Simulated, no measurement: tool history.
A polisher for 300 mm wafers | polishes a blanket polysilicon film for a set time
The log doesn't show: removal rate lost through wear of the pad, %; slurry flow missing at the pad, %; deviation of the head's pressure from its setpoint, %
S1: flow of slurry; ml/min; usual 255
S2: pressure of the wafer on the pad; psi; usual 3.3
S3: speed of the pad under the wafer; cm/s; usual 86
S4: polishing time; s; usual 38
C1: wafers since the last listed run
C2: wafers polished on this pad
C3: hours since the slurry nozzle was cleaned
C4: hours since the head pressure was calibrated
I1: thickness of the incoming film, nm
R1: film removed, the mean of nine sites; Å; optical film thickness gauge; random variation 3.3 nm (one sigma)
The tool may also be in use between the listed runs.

run 1 day=0 | S1=255 S2=3.3 S3=86 S4=38 | C1=0 C2=225 C3=518.2 C4=226.8 | I1=1104.1 | R1=3275
-- day=1 slurry nozzle cleaned
run 2 day=3.058 | S1=255 S2=3.3 S3=86 S4=38 | C1=623 C2=849 C3=49.4 C4=300.2 | I1=1106.8 | R1=3452
run 3 day=4.704 | S1=255 S2=3.3 S3=86 S4=38 | C1=340 C2=1189 C3=88.9 C4=339.7 | I1=1108.4 | R1=3529
run 4 day=6.7 | S1=255 S2=3.3 S3=86 S4=38 | C1=412 C2=1602 C3=136.8 C4=387.6 | I1=1106.3 | R1=3506
-- day=7.738 worn pad replaced by a new one
run 5 day=8.754 | S1=255 S2=3.3 S3=86 S4=38 | C1=390 C2=210 C3=186.1 C4=436.9 | I1=1091.3 | R1=3498
run 6 day=12.004 | S1=255 S2=3.3 S3=86 S4=38 | C1=671 C2=882 C3=264.1 C4=514.9 | I1=1098.4 | R1=3441
run 7 day=15.325 | S1=255 S2=3.3 S3=86 S4=38 | C1=686 C2=1568 C3=343.8 C4=594.6 | I1=1085.7 | R1=3455
-- day=16.138 worn pad replaced by a new one
run 8 day=18.775 | S1=255 S2=3.3 S3=86 S4=38 | C1=678 C2=545 C3=426.6 C4=677.4 | I1=1095.2 | R1=3386

Forecast run 9:
run 9 day=21.717 | S1=255 S2=3.3 S3=86 S4=38 | C1=608 C2=1153 C3=497.2 C4=748 | I1=1089.2 | R1=?

{"run 9": {"R1": 3342}}
Without the tool's hidden state the same run would have given R1 3549 Å.

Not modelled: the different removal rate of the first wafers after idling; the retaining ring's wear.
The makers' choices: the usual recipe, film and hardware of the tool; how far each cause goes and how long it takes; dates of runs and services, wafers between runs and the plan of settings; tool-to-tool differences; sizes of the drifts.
